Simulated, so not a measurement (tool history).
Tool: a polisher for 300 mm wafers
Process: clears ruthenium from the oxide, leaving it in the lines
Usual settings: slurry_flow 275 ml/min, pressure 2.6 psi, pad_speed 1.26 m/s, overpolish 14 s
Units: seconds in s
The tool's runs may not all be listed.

| run | hour | slurry_flow | pressure | pad_speed | overpolish | incoming thickness of the incoming film, nm | seconds |
|---|---|---|---|---|---|---|---|
| 1 | 0.0 | 275 | 2.6 | 1.26 | 14 | 188.4 | 98.3 |
| 2 | 69.0 | 325 | 2.6 | 1.26 | 16 | 194.2 | 97.4 |
| 3 | 134.3 | 325 | 2.6 | 1.26 | 16 | 191.3 | 98.2 |
| 4 | 181.0 | 275 | 2.6 | 1.26 | 14 | 190.4 | 104.4 |
| 5 | 222.3 | 275 | 2.6 | 1.26 | 14 | 189.8 | 101.4 |
| 6 | 261.0 | 275 | 2.6 | 1.26 | 14 | 188.7 | 101.1 |
| 7 | 416.2 | 275 | 2.6 | 1.26 | 14 | 193.2 | 100.9 |
| 8 | 476.5 | 275 | 2.6 | 1.60 | 14 | 186.1 | 77.6 |
| 9 | 525.6 | 275 | 2.6 | 1.26 | 14 | 188.1 | 99.8 |
| 10 | 561.4 | 275 | 2.6 | 1.26 | 14 | 190.9 | 94.5 |
| 11 | 600.8 | 275 | 2.6 | 1.26 | 14 | 190.5 | 95.5 |
| 12 | 628.9 | 275 | 2.6 | 1.26 | 14 | 191.7 | 96.9 |
| 13 | 655.8 | 275 | 2.6 | 1.26 | 14 | 189.6 | 95.5 |
| 14 | 682.7 | 305 | 2.6 | 1.26 | 14 | 190.8 | 95.8 |
| 15 | 738.4 | 305 | 2.6 | 1.26 | 14 | 190.9 | 95.6 |
| 16 | 805.8 | 305 | 2.6 | 1.26 | 14 | 189.5 | 96.7 |
| 17 | 846.8 | 275 | 2.6 | 1.26 | 14 | 190.5 | 98.9 |
| 18 | 917.5 | 320 | 3.2 | 1.26 | 7 | 190.5 | 77.5 |
| 19 | 1112.4 | 275 | 3.0 | 1.26 | 17 | 192.8 | 86.9 |
| 20 | 1165.3 | 275 | 2.6 | 1.66 | 22 | 190.0 | 75.7 |
| 21 | 1234.7 | 275 | 2.6 | 1.26 | 14 | 189.7 | 98.0 |
| 22 | 1286.6 | 275 | 2.1 | 1.26 | 14 | 189.7 | 122.2 |
| 23 | 1381.7 | 275 | 3.3 | 1.26 | 14 | 192.6 | 78.0 |
| 24 | 1413.9 | 210 | 3.1 | 1.62 | 10 | 189.9 | 65.4 |
| 25 | 1464.7 | 275 | 2.6 | 1.26 | 14 | 193.2 | 99.9 |
| 26 | 1534.5 | 275 | 2.6 | 0.98 | 14 | 189.9 | 120.9 |
| 27 | 1569.9 | 345 | 2.0 | 1.26 | 14 | 190.4 | 119.0 |
| 28 | 1626.2 | 325 | 3.1 | 1.52 | 14 | 188.5 | 64.6 |
| 29 | 1686.7 | 275 | 2.6 | 1.26 | 19 | 190.4 | 94.1 |
| 30 | 1730.8 | 355 | 2.6 | 1.26 | 6 | 187.5 | 91.4 |
| 31 | 1774.9 | 275 | 2.6 | 0.96 | 14 | 191.1 | 126.3 |
| 32 | 1830.7 | 305 | 2.6 | 1.26 | 14 | 188.6 | 93.4 |
| 33 | 1885.8 | 275 | 2.6 | 1.26 | 14 | 187.6 | 94.8 |
| 34 | 2009.1 | 365 | 2.6 | 1.46 | 14 | 189.5 | 85.1 |
| 35 | 2071.9 | 275 | 2.6 | 1.26 | 14 | 188.3 | 98.3 |

Not shown: 13 entries that the log had between the listed runs. Between which runs, and how does the tool's hidden state differ before and after?
After run 3, before run 4: head pressure recalibrated (hour 144.5); worn pad replaced by a new one (hour 146.9); slurry nozzle cleaned (hour 166.0)
  slurry flow missing at the pad, %: 41.2 -> 2.72; deviation of the head's pressure from its setpoint, %: 10 -> 0.122
  difference, measured minus the result without the unlogged condition, seconds: -5.8 -> +0.1 s
After run 9, before run 10: worn pad replaced by a new one (hour 554.3); slurry nozzle cleaned (hour 556.7)
  slurry flow missing at the pad, %: 33.6 -> 2.79; deviation of the head's pressure from its setpoint, %: 7.93 -> 8.32
  difference, measured minus the result without the unlogged condition, seconds: -4.5 -> -7.7 s
After run 18, before run 19: worn pad replaced by a new one (hour 934.6); head pressure recalibrated (hour 958.0); slurry nozzle cleaned (hour 1036.5)
  slurry flow missing at the pad, %: 34.7 -> 7.74; deviation of the head's pressure from its setpoint, %: 10.4 -> 5.24
  difference, measured minus the result without the unlogged condition, seconds: -5.5 -> -4.1 s
After run 24, before run 25: worn pad replaced by a new one (hour 1423.0)
  slurry flow missing at the pad, %: 34.7 -> 39.3; deviation of the head's pressure from its setpoint, %: 10 -> 10.4
  difference, measured minus the result without the unlogged condition, seconds: -3.7 -> -6.1 s
After run 25, before run 26: slurry nozzle cleaned (hour 1511.7)
  slurry flow missing at the pad, %: 39.3 -> 4.46; deviation of the head's pressure from its setpoint, %: 10.4 -> 10.9
  difference, measured minus the result without the unlogged condition, seconds: -6.1 -> -12.7 s
After run 33, before run 34: head pressure recalibrated (hour 1913.5); worn pad replaced by a new one (hour 1934.7); slurry nozzle cleaned (hour 1995.7)
  slurry flow missing at the pad, %: 35.9 -> 6.2; deviation of the head's pressure from its setpoint, %: 12.1 -> 3.19
  difference, measured minus the result without the unlogged condition, seconds: -7.8 -> -2.4 s
